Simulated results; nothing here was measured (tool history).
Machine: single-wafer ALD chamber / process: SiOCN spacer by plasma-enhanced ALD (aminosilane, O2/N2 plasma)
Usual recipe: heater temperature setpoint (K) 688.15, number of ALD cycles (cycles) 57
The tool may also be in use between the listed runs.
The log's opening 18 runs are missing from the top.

| run | hour | heater temperature setpoint (K) | number of ALD cycles (cycles) | wafers since the last listed run | hours since the last thermocouple change | hours since the gauge calibration | read-back reference wafer on the same gauge, thickness_nm | mean film thickness on the monitor wafer (angstrom) |
|---|---|---|---|---|---|---|---|---|
| 19 | 544.1 | 692.15 | 59 | 79 | 750.9 | 1331.6 | 3.981 | 33.36 |
| 20 | 572.2 | 693.15 | 63 | 130 | 779.0 | 1359.7 | 3.980 | 35.31 |
| 21 | 596.8 | 693.15 | 63 | 114 | 803.6 | 1384.3 | 3.975 | 35.98 |
| 22 | 619.2 | 683.15 | 52 | 104 | 826.0 | 1406.7 | 3.981 | 30.52 |
| 23 | 634.0 | 683.15 | 52 | 68 | 840.8 | 1421.5 | 3.982 | 30.57 |
| 24 | 662.8 | 688.15 | 57 | 134 | 869.6 | 1450.3 | 3.981 | 33.03 |
| 25 | 745.3 | 697.15 | 57 | 384 | 952.1 | 1532.8 | 3.984 | 31.62 |
| 26 | 757.5 | 675.15 | 57 | 56 | 964.3 | 1545.0 | 3.976 | 34.65 |
|  | 814.8 | thermocouple changed; heater temperature recalibrated |
| 27 | 815.3 | 674.15 | 57 | 231 | 0.5 | 1602.8 | 3.986 | 35.08 |
| 28 | 827.6 | 688.15 | 50 | 57 | 12.8 | 1615.1 | 3.982 | 29.59 |
| 29 | 850.1 | 688.15 | 50 | 104 | 35.3 | 1637.6 | 3.981 | 29.41 |
| 30 | 864.4 | 688.15 | 57 | 66 | 49.6 | 1651.9 | 3.982 | 33.05 |
| 31 | 892.7 | 688.15 | 57 | 131 | 77.9 | 1680.2 | 3.979 | 33.30 |
| 32 | 927.0 | 693.15 | 68 | 159 | 112.2 | 1714.5 | 3.980 | 38.96 |
| 33 | 951.0 | 688.15 | 48 | 111 | 136.2 | 1738.5 | 3.979 | 28.02 |
| 34 | 973.1 | 683.15 | 65 | 102 | 158.3 | 1760.6 | 3.979 | 38.81 |
| 35 | 998.1 | 698.15 | 65 | 116 | 183.3 | 1785.6 | 3.983 | 36.80 |
| 36 | 1026.5 | 698.15 | 64 | 132 | 211.7 | 1814.0 | 3.982 | 35.98 |
| 37 | 1052.0 | 688.15 | 63 | 118 | 237.2 | 1839.5 | 3.982 | 36.76 |
|  | 1054.6 | gauge calibrated |
| 38 | 1152.2 | 688.15 | 66 | 466 | 337.4 | 97.6 | 3.981 | 38.61 |
| 39 | 1174.6 | 700.15 | 64 | 104 | 359.8 | 120.0 | 3.982 | 35.90 |
| 40 | 1210.3 | 677.15 | 66 | 166 | 395.5 | 155.7 | 3.978 | 39.79 |

Run 41, settings as shown, results not yet in. Your forecast:
| 41 | 1236.2 | 697.15 | 57 | 120 | 421.4 | 181.6 | ? | ? |

{"run 41": {"read-back reference wafer on the same gauge, thickness_nm": 3.978, "mean film thickness on the monitor wafer (angstrom)": 32.25}}
Were there no unlogged condition in the tool, this run, its random variation unchanged, would have produced mean film thickness on the monitor wafer (angstrom) 32.57.

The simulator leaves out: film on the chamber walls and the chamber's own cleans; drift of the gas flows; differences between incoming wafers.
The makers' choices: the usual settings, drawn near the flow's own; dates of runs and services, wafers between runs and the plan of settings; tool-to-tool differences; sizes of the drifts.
